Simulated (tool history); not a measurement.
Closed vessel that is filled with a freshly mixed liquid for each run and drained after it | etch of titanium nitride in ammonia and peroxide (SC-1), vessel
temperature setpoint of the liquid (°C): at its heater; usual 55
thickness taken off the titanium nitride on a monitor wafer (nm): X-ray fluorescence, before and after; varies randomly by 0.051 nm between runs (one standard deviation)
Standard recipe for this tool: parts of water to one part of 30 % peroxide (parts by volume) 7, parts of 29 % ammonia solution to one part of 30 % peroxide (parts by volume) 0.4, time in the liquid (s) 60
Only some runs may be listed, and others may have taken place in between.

run	hour	temperature setpoint of the liquid (°C)	parts of water to one part of 30 % peroxide (parts by volume)	parts of 29 % ammonia solution to one part of 30 % peroxide (parts by volume)	time in the liquid (s)	read-back film thickness of the titanium nitride reference wafer, read on the same gauge (nm)	thickness taken off the titanium nitride on a monitor wafer (nm)
1	0	55	7	0.4	40	142.348	3.581
2	32.9	55	7	0.4	60	142.532	5.38
3	59.4	55	7	0.4	60	142.65	5.348
4	93.5	52	7	0.4	60	142.85	4.408
5	110.3	52	7	0.4	60	142.962	4.398
# hour 120.5: new drum of ammonia solution connected
6	122.5	52	7	0.4	60	143.034	4.38
7	143.7	55	7	0.4	60	143.189	5.448
8	162.5	55	7	0.4	60	143.312	5.341
9	194.1	55	7	0.4	60	143.564	5.338
10	222.8	55	7	0.55	60	143.813	5.69
11	242.2	55	7	0.5	60	143.937	5.651
12	255	55	7	0.4	60	144.014	5.432
13	283	55	7	0.4	60	144.285	5.329
14	316.7	55	7	0.3	50	144.564	4.343
15	338.6	55	7	0.4	45	144.752	4.084
# hour 364.4: ammonia flow meter replaced
16	369.5	55	7	0.35	60	145.045	5.3
# hour 418.2: gauge calibrated
17	447.6	55	7	0.4	60	140.509	5.339
# hour 479.6: thermometer replaced
18	480.1	55	7	0.45	40	140.527	3.595
19	505.7	52	7	0.4	95	140.552	6.793
20	539.5	48.5	7	0.2	60	140.589	2.98
21	572.5	55	7	0.4	60	140.679	5.36
22	585.9	55	5	0.6	60	140.699	6.58
23	610.3	55	7	0.4	60	140.713	5.297
24	631	55	7	0.4	60	140.794	5.304
25	651.5	55	7	0.4	60	140.843	5.219
26	668.1	55	7	0.4	60	140.909	5.34
27	689.8	55	7	0.4	30	140.992	2.609
28	705.1	63	7	0.5	50	140.992	7.664

Branching from run 28: 4 alternative next runs. What would each branch give?
A	705.8	55	7	0.4	60	?	?
B	705.8	55	7	0.25	60	?	?
C	705.8	60.5	5	0.55	95	?	?
D	705.8	59	5	0.35	85	?	?

run	read-back film thickness of the titanium nitride reference wafer, read on the same gauge (nm)	thickness taken off the titanium nitride on a monitor wafer (nm)
A	141.021	5.295
B	141.021	4.872
C	141.021	14.951
D	141.021	11.282
Had the tool no hidden state, the same runs would have come out as:
run	thickness taken off the titanium nitride on a monitor wafer (nm)
A	5.257
B	4.837
C	14.843
D	11.202
